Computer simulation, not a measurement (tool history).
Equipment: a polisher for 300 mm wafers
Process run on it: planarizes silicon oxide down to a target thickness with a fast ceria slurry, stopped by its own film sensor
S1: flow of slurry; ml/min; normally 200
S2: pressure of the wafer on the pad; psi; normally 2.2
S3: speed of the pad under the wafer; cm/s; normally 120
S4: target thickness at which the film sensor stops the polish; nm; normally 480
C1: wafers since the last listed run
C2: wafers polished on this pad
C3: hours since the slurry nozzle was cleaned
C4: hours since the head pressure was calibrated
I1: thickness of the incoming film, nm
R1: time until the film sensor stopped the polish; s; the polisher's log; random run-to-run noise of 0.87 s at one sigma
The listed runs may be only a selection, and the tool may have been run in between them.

| run | hour | S1 | S2 | S3 | S4 | C1 | C2 | C3 | C4 | I1 | R1 |
|---|---|---|---|---|---|---|---|---|---|---|---|
| 1 | 0.0 | 235 | 2.2 | 120 | 480 | 0 | 2633 | 87.5 | 368.3 | 1325.6 | 69.0 |
|  | 30.6 | worn pad replaced by a new one |
| 2 | 44.8 | 235 | 2.2 | 120 | 480 | 325 | 113 | 132.3 | 413.1 | 1332.4 | 66.9 |
| 3 | 207.9 | 235 | 2.2 | 120 | 480 | 1302 | 1415 | 295.4 | 576.2 | 1342.2 | 70.4 |
| 4 | 244.8 | 200 | 2.2 | 120 | 480 | 294 | 1710 | 332.3 | 613.1 | 1353.2 | 72.7 |
|  | 275.4 | slurry nozzle cleaned |
| 5 | 279.8 | 200 | 2.2 | 120 | 480 | 271 | 1982 | 4.4 | 648.1 | 1357.0 | 74.6 |
| 6 | 318.4 | 200 | 2.8 | 120 | 696 | 308 | 2290 | 43.0 | 686.7 | 1327.5 | 41.3 |
| 7 | 358.6 | 200 | 2.8 | 120 | 696 | 321 | 2611 | 83.2 | 726.9 | 1310.9 | 41.2 |
| 8 | 402.8 | 200 | 2.2 | 108 | 480 | 353 | 2964 | 127.4 | 771.1 | 1347.4 | 80.7 |
|  | 426.2 | worn pad replaced by a new one |
| 9 | 451.9 | 200 | 2.6 | 120 | 480 | 360 | 205 | 176.5 | 820.2 | 1325.3 | 63.3 |
| 10 | 518.6 | 200 | 2.6 | 120 | 480 | 532 | 738 | 243.2 | 886.9 | 1334.0 | 63.8 |
| 11 | 571.4 | 200 | 2.6 | 120 | 480 | 421 | 1159 | 296.0 | 939.7 | 1346.5 | 66.2 |
| 12 | 635.2 | 200 | 2.2 | 92 | 480 | 509 | 1669 | 359.8 | 1003.5 | 1347.7 | 101.6 |
|  | 671.0 | head pressure recalibrated |
| 13 | 690.5 | 200 | 2.2 | 92 | 480 | 425 | 2095 | 415.1 | 19.5 | 1317.6 | 97.0 |
|  | 716.1 | slurry nozzle cleaned |
| 14 | 743.3 | 200 | 2.2 | 120 | 480 | 413 | 2508 | 27.2 | 72.3 | 1365.1 | 83.0 |
| 15 | 775.7 | 200 | 2.2 | 120 | 480 | 258 | 2767 | 59.6 | 104.7 | 1332.2 | 78.5 |
| 16 | 799.9 | 180 | 2.2 | 120 | 480 | 193 | 2960 | 83.8 | 128.9 | 1341.5 | 81.3 |
|  | 832.9 | worn pad replaced by a new one, repeated, since the last time left the tool worse |
| 17 | 855.2 | 200 | 2.2 | 120 | 480 | 409 | 178 | 139.1 | 184.2 | 1331.2 | 67.9 |
| 18 | 916.1 | 200 | 2.2 | 92 | 480 | 486 | 664 | 200.0 | 245.1 | 1333.2 | 88.8 |
| 19 | 959.8 | 200 | 2.7 | 120 | 480 | 349 | 1013 | 243.7 | 288.8 | 1344.2 | 58.1 |
| 20 | 985.3 | 200 | 2.2 | 120 | 480 | 203 | 1217 | 269.2 | 314.3 | 1347.7 | 72.3 |
| 21 | 1055.6 | 200 | 2.2 | 120 | 480 | 561 | 1778 | 339.5 | 384.6 | 1326.8 | 71.0 |
|  | 1103.7 | slurry nozzle cleaned |
| 22 | 1114.9 | 135 | 2.2 | 148 | 287 | 465 | 2244 | 11.2 | 443.9 | 1347.1 | 79.8 |
| 23 | 1183.3 | 200 | 2.2 | 120 | 480 | 546 | 2790 | 79.6 | 512.3 | 1356.0 | 72.9 |
| 24 | 1238.6 | 200 | 1.5 | 148 | 480 | 441 | 3232 | 134.9 | 567.6 | 1334.8 | 86.4 |
|  | 1272.6 | worn pad replaced by a new one |
| 25 | 1299.1 | 255 | 2.0 | 150 | 480 | 451 | 211 | 195.4 | 628.1 | 1329.2 | 58.5 |
| 26 | 1338.9 | 170 | 1.7 | 150 | 707 | 317 | 529 | 235.2 | 667.9 | 1344.5 | 56.0 |
| 27 | 1376.7 | 200 | 2.2 | 106 | 332 | 301 | 831 | 273.0 | 705.7 | 1339.8 | 92.2 |
| 28 | 1435.9 | 160 | 1.7 | 146 | 718 | 472 | 1304 | 332.2 | 764.9 | 1371.1 | 60.5 |
| 29 | 1494.9 | 200 | 2.2 | 120 | 480 | 471 | 1775 | 391.2 | 823.9 | 1347.0 | 73.3 |
|  | 1499.6 | slurry nozzle cleaned |
| 30 | 1542.7 | 175 | 1.7 | 102 | 480 | 373 | 2149 | 43.1 | 871.7 | 1348.3 | 112.0 |
| 31 | 1589.5 | 135 | 2.2 | 148 | 287 | 373 | 2522 | 89.9 | 918.5 | 1319.8 | 76.8 |
|  | 1636.1 | worn pad replaced by a new one |
| 32 | 1641.8 | 155 | 2.2 | 120 | 480 | 385 | 45 | 142.2 | 970.8 | 1362.4 | 73.8 |
| 33 | 1705.7 | 200 | 2.2 | 120 | 480 | 510 | 555 | 206.1 | 1034.7 | 1310.4 | 67.2 |
|  | 1717.4 | head pressure recalibrated |
| 34 | 1749.3 | 230 | 2.8 | 108 | 480 | 332 | 887 | 249.7 | 31.9 | 1332.6 | 59.0 |
| 35 | 1918.5 | 200 | 1.4 | 120 | 480 | 1351 | 2239 | 418.9 | 201.1 | 1353.9 | 115.1 |

Some steps in R1, run to run, broken into two amounts with sign: the step expected even without the hidden condition (settings, incoming material, random variation), and the rest, left for the hidden condition together with whatever gauge scatter is not in both the measured and the hidden-condition-free result:
Unlogged tool condition in this case: removal rate lost through wear of the pad, %; slurry flow missing at the pad, %; deviation of the head's pressure from its setpoint, %.
Run 7 -> 8: S2 2.8 -> 2.2, S3 120 -> 108, S4 696 -> 480. R1 +39.5 s: hidden state +2.6, all else +36.9.
Run 11 -> 12: S2 2.6 -> 2.2, S3 120 -> 92. R1 +35.4 s: hidden state +5.7, all else +29.7.
Run 16 -> 17: S1 180 -> 200, worn pad replaced by a new one, repeated, since the last time left the tool worse. R1 -13.4 s: hidden state -11.6, all else -1.8.
Run 24 -> 25: S1 200 -> 255, S2 1.5 -> 2.0, S3 148 -> 150, worn pad replaced by a new one. R1 -27.9 s: hidden state -4.6, all else -23.3.
Run 29 -> 30: S1 200 -> 175, S2 2.2 -> 1.7, S3 120 -> 102, slurry nozzle cleaned. R1 +38.7 s: hidden state +2.6, all else +36.1.
Run 34 -> 35: S1 230 -> 200, S2 2.8 -> 1.4, S3 108 -> 120. R1 +56.1 s: hidden state +4.3, all else +51.8.
